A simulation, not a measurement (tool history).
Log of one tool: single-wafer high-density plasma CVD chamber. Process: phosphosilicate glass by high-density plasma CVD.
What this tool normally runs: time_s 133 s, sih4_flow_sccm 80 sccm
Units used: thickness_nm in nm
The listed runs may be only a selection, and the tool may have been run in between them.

run    hour  time_s  sih4_flow_sccm  wafers since the last listed run  hours since the silane flow controller was replaced  hours since the gauge calibration  read-back reference wafer on the same gauge, thickness_nm  thickness_nm
  1       0     133              80                                 0                                               1660.6                              178.1                                                    932.572       911.482
  2    39.5     133              80                               566                                               1700.1                              217.6                                                    933.406         906.4
  3      87     133              80                               681                                               1747.6                              265.1                                                    932.775       903.478
  4   187.3     133              80                              1439                                               1847.9                              365.4                                                    932.806       906.895
  5   243.3     133              80                               803                                               1903.9                              421.4                                                    933.353       909.255
  6   554.3     133              80                              4462                                               2214.9                              732.4                                                    933.169       907.325
  7   639.1     133              80                              1216                                               2299.7                              817.2                                                    932.972       903.576
  8   740.8     133              80                              1459                                               2401.4                              918.9                                                    933.502       912.802
  9   824.6     133              80                              1202                                               2485.2                             1002.7                                                    933.382         907.9
 10     903     133              80                              1124                                               2563.6                             1081.1                                                    932.734       907.147
 11   952.3     133              80                               707                                               2612.9                             1130.4                                                    933.315        907.25
 12  1035.3     133              80                              1190                                               2695.9                             1213.4                                                    933.111       912.973
 13  1086.5     125              80                               734                                               2747.1                             1264.6                                                    933.301       854.346
 14  1150.7     125              80                               921                                               2811.3                             1328.8                                                    932.879        859.42
 15    1253     125              80                              1467                                               2913.6                             1431.1                                                    932.576        858.63
 16  1289.3     133              80                               520                                               2949.9                             1467.4                                                    933.776        912.83
     1356.7  -- silane flow controller replaced
 17  1363.3     133              80                               947                                                  6.6                             1541.4                                                    932.854       903.953
 18  1423.3     133              80                               860                                                 66.6                             1601.4                                                    933.298       894.941
 19  1477.9     133              80                               783                                                121.2                               1656                                                    932.773       903.888
 20  1525.4     133              80                               681                                                168.7                             1703.5                                                    932.628       901.532
 21  1567.6     133              80                               605                                                210.9                             1745.7                                                    933.268        898.44
 22  1675.1     109              74                              1542                                                318.4                             1853.2                                                    932.495       684.893
 23  1739.1     118              76                               918                                                382.4                             1917.2                                                    933.275       762.834
     1809.1  -- gauge calibrated
 24  1952.5     133              80                              3061                                                595.8                              143.4                                                    933.627       904.836
 25  2055.4     133              65                              1476                                                698.7                              246.3                                                      933.2       736.907
 26    2123     122              73                               969                                                766.3                              313.9                                                    933.175       755.937
 27  2189.3     133              64                               951                                                832.6                              380.2                                                    933.631       723.304
 28  2259.1     133              80                              1001                                                902.4                                450                                                      933.7        905.35
 29  2321.5     133              87                               895                                                964.8                              512.4                                                    932.843       985.528
 30  2386.8     133              80                               936                                               1030.1                              577.7                                                    932.529       906.763
 31  2473.8     133              90                              1248                                               1117.1                              664.7                                                    933.008      1022.354
 32  2559.8     116              80                              1233                                               1203.1                              750.7                                                    932.914        788.22
 33  2652.2     133              87                              1325                                               1295.5                              843.1                                                    933.234        994.54
 34  2757.6     133              87                              1512                                               1400.9                              948.5                                                    933.176       988.281
 35  2865.2     152              71                              1543                                               1508.5                             1056.1                                                    933.008       927.249
 36  2931.7     113              94                               954                                                 1575                             1122.6                                                     932.75       908.519
 37  2975.7     150              80                               631                                                 1619                             1166.6                                                    933.488      1021.371
 38  3020.9     133              80                               648                                               1664.2                             1211.8                                                    932.251       908.945
 39    3077     145              95                               804                                               1720.3                             1267.9                                                     932.87      1176.549
 40  3118.9     107              70                               601                                               1762.2                             1309.8                                                    932.591       641.423
 41  3241.6     133              80                              1760                                               1884.9                             1432.5                                                    933.186       908.969
 42    3321     133              80                              1139                                               1964.3                             1511.9                                                    932.625       913.269

3 options for the next run, each taken on its own from the tool as it stands now. Forecast them:
  A  3321.4     133              80                                 5                                               1964.7                             1512.3                                                          ?             ?
  B  3321.4     107              94                                 5                                               1964.7                             1512.3                                                          ?             ?
  C  3321.4     117              90                                 5                                               1964.7                             1512.3                                                          ?             ?

run  read-back reference wafer on the same gauge, thickness_nm  thickness_nm
  A                                                    933.173       909.599
  B                                                    933.173       859.845
  C                                                    933.173       900.196
With no hidden state in the tool, these same runs would have given:
run  thickness_nm
  A       897.724
  B       848.619
  C       888.443
